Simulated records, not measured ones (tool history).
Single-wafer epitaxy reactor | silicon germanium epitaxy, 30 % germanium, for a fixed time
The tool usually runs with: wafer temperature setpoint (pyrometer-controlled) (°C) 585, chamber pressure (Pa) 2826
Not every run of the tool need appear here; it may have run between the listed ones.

| run | hour | wafer temperature setpoint (pyrometer-controlled) (°C) | chamber pressure (Pa) | read-back reference wafer on the same gauge, thickness_nm | mean film thickness on the monitor wafer (Å) |
|---|---|---|---|---|---|
| 1 | 0.0 | 585 | 2826 | 48.924 | 396.71 |
| 2 | 10.2 | 585 | 2826 | 48.820 | 396.53 |
| 3 | 18.5 | 585 | 2826 | 48.926 | 400.75 |
| 4 | 25.0 | 585 | 2826 | 49.037 | 397.34 |
| 5 | 36.6 | 585 | 2826 | 48.776 | 396.05 |
| 6 | 51.5 | 585 | 2826 | 48.967 | 398.69 |
| 7 | 68.4 | 585 | 2826 | 48.805 | 397.63 |
| 8 | 84.5 | 585 | 2826 | 49.052 | 396.12 |
| 9 | 95.9 | 585 | 2826 | 48.927 | 401.04 |
| 10 | 106.1 | 585 | 2826 | 48.756 | 397.64 |
| 11 | 119.8 | 595 | 2493 | 48.921 | 466.03 |
| 12 | 126.4 | 595 | 2493 | 48.933 | 471.02 |
| 13 | 136.5 | 585 | 2826 | 48.899 | 397.16 |
|  | 152.6 | gauge calibrated |
| 14 | 154.0 | 585 | 2826 | 48.921 | 395.54 |
| 15 | 169.0 | 585 | 2826 | 48.836 | 395.42 |
| 16 | 216.2 | 585 | 2826 | 49.016 | 397.48 |
| 17 | 230.4 | 585 | 2826 | 48.914 | 397.59 |
| 18 | 279.1 | 574 | 2546 | 48.952 | 298.93 |
| 19 | 290.4 | 575 | 3013 | 49.026 | 327.48 |
|  | 300.7 | showerhead replaced |
| 20 | 307.2 | 585 | 2826 | 48.995 | 396.73 |
| 21 | 323.0 | 571 | 2826 | 48.854 | 292.86 |
| 22 | 340.0 | 585 | 2826 | 48.902 | 395.47 |
| 23 | 347.6 | 585 | 2826 | 48.915 | 397.90 |
| 24 | 359.8 | 575 | 2426 | 48.887 | 300.94 |
| 25 | 372.3 | 585 | 3506 | 49.005 | 430.96 |
| 26 | 383.0 | 585 | 3120 | 49.057 | 411.95 |
| 27 | 389.0 | 593 | 3173 | 48.916 | 491.97 |
| 28 | 399.8 | 598 | 2120 | 48.951 | 468.82 |
|  | 410.0 | pyrometer calibrated |
|  | 420.9 | capacitance manometer re-zeroed and calibrated |
| 29 | 434.7 | 570 | 3506 | 48.977 | 338.21 |
| 30 | 475.4 | 597 | 2626 | 49.014 | 546.23 |
| 31 | 488.4 | 593 | 2320 | 48.792 | 472.08 |
| 32 | 501.5 | 585 | 2826 | 48.855 | 433.27 |
| 33 | 547.0 | 574 | 3226 | 48.928 | 355.34 |
| 34 | 564.1 | 592 | 2440 | 48.953 | 470.69 |
| 35 | 579.5 | 574 | 2466 | 48.894 | 318.48 |

Below are 4 alternative next runs, each starting from the tool's condition after run 35. Predict each:
| A | 579.9 | 595 | 2826 | ? | ? |
| B | 579.9 | 581 | 2280 | ? | ? |
| C | 579.9 | 599 | 2506 | ? | ? |
| D | 579.9 | 585 | 2640 | ? | ? |

| run | read-back reference wafer on the same gauge, thickness_nm | mean film thickness on the monitor wafer (Å) |
|---|---|---|
| A | 48.890 | 529.42 |
| B | 48.890 | 360.60 |
| C | 48.890 | 549.35 |
| D | 48.890 | 416.44 |
What these runs would have given with no unlogged condition in the tool:
| run | mean film thickness on the monitor wafer (Å) |
|---|---|
| A | 542.03 |
| B | 369.52 |
| C | 562.30 |
| D | 426.63 |
